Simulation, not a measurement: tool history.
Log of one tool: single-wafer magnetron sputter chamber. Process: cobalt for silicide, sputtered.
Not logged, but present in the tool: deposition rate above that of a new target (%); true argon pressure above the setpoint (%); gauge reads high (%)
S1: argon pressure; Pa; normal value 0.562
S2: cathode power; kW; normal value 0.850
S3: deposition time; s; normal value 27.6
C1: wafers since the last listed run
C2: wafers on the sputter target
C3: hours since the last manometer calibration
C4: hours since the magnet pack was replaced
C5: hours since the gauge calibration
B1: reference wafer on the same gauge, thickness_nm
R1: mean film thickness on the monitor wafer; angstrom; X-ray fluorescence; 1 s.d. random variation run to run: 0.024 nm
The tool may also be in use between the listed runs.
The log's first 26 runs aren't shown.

{"run": 27, "hour": 712.5, "S1": 0.562, "S2": 0.75, "S3": 31.0, "C1": 396, "C2": 5695, "C3": 107.2, "C4": 392.9, "C5": 83.8, "B1": 11.495, "R1": 107.88}
{"hour": 730.0, "done": "sputter target and shields replaced"}
{"run": 28, "hour": 731.7, "S1": 0.562, "S2": 0.85, "S3": 27.6, "C1": 240, "C2": 36, "C3": 126.4, "C4": 412.1, "C5": 103.0, "B1": 11.488, "R1": 109.07}
{"run": 29, "hour": 779.7, "S1": 0.562, "S2": 0.85, "S3": 27.6, "C1": 1029, "C2": 1065, "C3": 174.4, "C4": 460.1, "C5": 151.0, "B1": 11.502, "R1": 109.14}
{"run": 30, "hour": 818.8, "S1": 0.562, "S2": 0.75, "S3": 30.2, "C1": 838, "C2": 1904, "C3": 213.5, "C4": 499.2, "C5": 190.1, "B1": 11.501, "R1": 104.82}
{"run": 31, "hour": 836.2, "S1": 0.344, "S2": 0.85, "S3": 27.6, "C1": 373, "C2": 2277, "C3": 230.9, "C4": 516.6, "C5": 207.5, "B1": 11.503, "R1": 116.69}
{"run": 32, "hour": 867.8, "S1": 0.42, "S2": 0.95, "S3": 27.6, "C1": 677, "C2": 2955, "C3": 262.5, "C4": 548.2, "C5": 239.1, "B1": 11.491, "R1": 126.97}
{"run": 33, "hour": 885.2, "S1": 0.562, "S2": 0.85, "S3": 27.6, "C1": 373, "C2": 3328, "C3": 279.9, "C4": 565.6, "C5": 256.5, "B1": 11.498, "R1": 109.13}
{"run": 34, "hour": 900.2, "S1": 0.562, "S2": 0.85, "S3": 27.6, "C1": 321, "C2": 3650, "C3": 294.9, "C4": 580.6, "C5": 271.5, "B1": 11.5, "R1": 108.93}
{"run": 35, "hour": 935.1, "S1": 0.562, "S2": 0.7, "S3": 27.6, "C1": 748, "C2": 4398, "C3": 329.8, "C4": 615.5, "C5": 306.4, "B1": 11.5, "R1": 90.01}

4 options for the next run, each taken on its own from the tool as it stands now. Forecast them:
{"run": "A", "hour": 935.5, "S1": 0.562, "S2": 0.85, "S3": 30.8, "C1": 8, "C2": 4407, "C3": 330.2, "C4": 615.9, "C5": 306.8, "B1": "?", "R1": "?"}
{"run": "B", "hour": 935.5, "S1": 0.47, "S2": 1.0, "S3": 27.6, "C1": 8, "C2": 4407, "C3": 330.2, "C4": 615.9, "C5": 306.8, "B1": "?", "R1": "?"}
{"run": "C", "hour": 935.5, "S1": 0.42, "S2": 0.7, "S3": 24.4, "C1": 8, "C2": 4407, "C3": 330.2, "C4": 615.9, "C5": 306.8, "B1": "?", "R1": "?"}
{"run": "D", "hour": 935.5, "S1": 0.562, "S2": 1.05, "S3": 27.6, "C1": 8, "C2": 4407, "C3": 330.2, "C4": 615.9, "C5": 306.8, "B1": "?", "R1": "?"}

run=A B1=11.501 R1=121.42
run=B B1=11.501 R1=131.69
run=C B1=11.501 R1=82.77
run=D B1=11.501 R1=134.40
Without the tool's unlogged condition, the same runs would have read:
run=A R1=121.95
run=B R1=132.17
run=C R1=83.04
run=D R1=134.99
